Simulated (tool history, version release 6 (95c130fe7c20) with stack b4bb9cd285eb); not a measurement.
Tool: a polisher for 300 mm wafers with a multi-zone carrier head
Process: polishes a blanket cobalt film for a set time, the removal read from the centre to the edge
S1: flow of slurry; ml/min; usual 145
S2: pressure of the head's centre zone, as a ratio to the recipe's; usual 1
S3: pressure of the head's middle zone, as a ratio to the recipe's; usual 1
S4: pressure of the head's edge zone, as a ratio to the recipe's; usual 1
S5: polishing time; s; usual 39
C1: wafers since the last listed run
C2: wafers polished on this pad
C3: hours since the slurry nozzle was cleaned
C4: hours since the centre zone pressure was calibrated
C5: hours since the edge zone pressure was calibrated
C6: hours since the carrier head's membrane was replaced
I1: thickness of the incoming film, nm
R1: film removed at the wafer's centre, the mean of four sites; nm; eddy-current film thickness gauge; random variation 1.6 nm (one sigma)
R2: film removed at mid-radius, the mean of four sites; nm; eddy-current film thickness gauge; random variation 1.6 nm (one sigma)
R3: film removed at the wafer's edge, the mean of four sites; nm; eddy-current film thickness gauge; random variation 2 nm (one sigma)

| run | day | S1 | S2 | S3 | S4 | S5 | C1 | C2 | C3 | C4 | C5 | C6 | I1 | R1 | R2 | R3 |
|---|---|---|---|---|---|---|---|---|---|---|---|---|---|---|---|---|
| 1 | 0 | 145 | 1 | 1 | 1 | 39 | 0 | 839 | 635.3 | 947.9 | 555 | 1033.9 | 1018.6 | 148.6 | 135.4 | 138 |
| 2 | 2.95 | 115 | 1 | 1 | 1 | 39 | 439 | 1278 | 706.1 | 1018.7 | 625.8 | 1104.7 | 1020 | 141.4 | 127.2 | 133.7 |
|  | 4.375 | edge zone pressure recalibrated |
|  | 4.567 | worn pad replaced by a new one |
|  | 8.342 | slurry nozzle cleaned |
| 3 | 15.229 | 115 | 1 | 1 | 1 | 39 | 1785 | 1582 | 165.3 | 1313.4 | 260.5 | 1399.4 | 1025.7 | 140.4 | 127.3 | 135.9 |
|  | 15.788 | worn pad replaced by a new one |
| 4 | 17.462 | 145 | 1 | 1 | 0.92 | 39 | 307 | 249 | 218.9 | 1367 | 314.1 | 1453 | 1021.7 | 149 | 137.4 | 130.2 |
| 5 | 19.267 | 145 | 1 | 1 | 0.92 | 39 | 268 | 518 | 262.2 | 1410.3 | 357.4 | 1496.3 | 1026.6 | 146.7 | 135.2 | 132 |
| 6 | 23.679 | 145 | 1 | 1 | 0.92 | 39 | 657 | 1175 | 368.1 | 1516.2 | 463.3 | 1602.2 | 1024.2 | 148.1 | 135.4 | 130.8 |
|  | 24.408 | centre zone pressure recalibrated |
|  | 26.142 | worn pad replaced by a new one |
|  | 27.275 | carrier head's membrane replaced by a new one |
| 7 | 27.462 | 145 | 1 | 1 | 1 | 39 | 495 | 165 | 458.9 | 73.3 | 554.1 | 4.5 | 1009.7 | 156.6 | 137 | 142.4 |
| 8 | 30.992 | 145 | 1 | 1 | 1.05 | 48 | 525 | 691 | 543.6 | 158 | 638.8 | 89.2 | 1022.7 | 197.5 | 168 | 172.4 |
|  | 33.229 | centre zone pressure recalibrated, repeated, since the last time left the tool worse |
| 9 | 34.738 | 180 | 0.93 | 1 | 1 | 30 | 545 | 1237 | 633.5 | 36.2 | 728.7 | 179.1 | 1033.8 | 102.4 | 109.5 | 110 |
|  | 36.012 | worn pad replaced by a new one |
|  | 36.242 | edge zone pressure recalibrated |
| 10 | 37.062 | 180 | 0.93 | 1 | 1 | 30 | 309 | 143 | 689.3 | 92 | 19.7 | 234.9 | 1045.2 | 107 | 108.1 | 106.6 |
|  | 37.908 | slurry nozzle cleaned |
| 11 | 38.8 | 145 | 1 | 1 | 1 | 39 | 252 | 396 | 21.4 | 133.7 | 61.4 | 276.6 | 1044.6 | 140.3 | 135.4 | 137.8 |
| 12 | 40.571 | 145 | 1.08 | 1 | 1 | 39 | 263 | 659 | 63.9 | 176.2 | 103.9 | 319.1 | 1036.8 | 153.2 | 135 | 138.5 |
| 13 | 44.279 | 100 | 1 | 1 | 1 | 39 | 552 | 1212 | 152.9 | 265.2 | 192.9 | 408.1 | 1012.5 | 128.9 | 121.6 | 129.9 |
|  | 46.371 | worn pad replaced by a new one |
| 14 | 47.038 | 145 | 1 | 1 | 1 | 39 | 385 | 99 | 219.1 | 331.4 | 259.1 | 474.3 | 1026 | 142.8 | 135.2 | 135.1 |
| 15 | 50.338 | 145 | 1 | 1.03 | 1.04 | 30 | 491 | 590 | 298.3 | 410.6 | 338.3 | 553.5 | 1050.6 | 109.5 | 106.3 | 109 |

How the hidden state differs across the entries between the runs, from the last listed run before each to the first after it:
Between runs 2 and 3: edge zone pressure recalibrated (day 4.375); worn pad replaced by a new one (day 4.567); slurry nozzle cleaned (day 8.342)
  deviation of the centre zone's pressure from its setpoint, %: 6.92 -> 7.38
  measured less the result without the state, R1: +9.2 -> +9.7 nm
Between runs 3 and 4: worn pad replaced by a new one (day 15.788)
  deviation of the centre zone's pressure from its setpoint, %: 7.38 -> 7.43
  measured less the result without the state, R1: +9.7 -> +10.4 nm
Between runs 6 and 7: centre zone pressure recalibrated (day 24.408); worn pad replaced by a new one (day 26.142); carrier head's membrane replaced by a new one (day 27.275)
  deviation of the centre zone's pressure from its setpoint, %: 7.56 -> 13.8
  measured less the result without the state, R1: +10.4 -> +19.1 nm
Between runs 8 and 9: centre zone pressure recalibrated, repeated, since the last time left the tool worse (day 33.229)
  deviation of the centre zone's pressure from its setpoint, %: 15 -> -0.235
  measured less the result without the state, R1: +25.9 -> -0.2 nm
Between runs 9 and 10: worn pad replaced by a new one (day 36.012); edge zone pressure recalibrated (day 36.242)
  deviation of the centre zone's pressure from its setpoint, %: -0.235 -> 0.627
  measured less the result without the state, R1: -0.2 -> +0.7 nm
Between runs 10 and 11: slurry nozzle cleaned (day 37.908)
  deviation of the centre zone's pressure from its setpoint, %: 0.627 -> 1.21
  measured less the result without the state, R1: +0.7 -> +1.6 nm
Between runs 13 and 14: worn pad replaced by a new one (day 46.371)
  deviation of the centre zone's pressure from its setpoint, %: 2.74 -> 3.36
  measured less the result without the state, R1: +3.5 -> +4.6 nm

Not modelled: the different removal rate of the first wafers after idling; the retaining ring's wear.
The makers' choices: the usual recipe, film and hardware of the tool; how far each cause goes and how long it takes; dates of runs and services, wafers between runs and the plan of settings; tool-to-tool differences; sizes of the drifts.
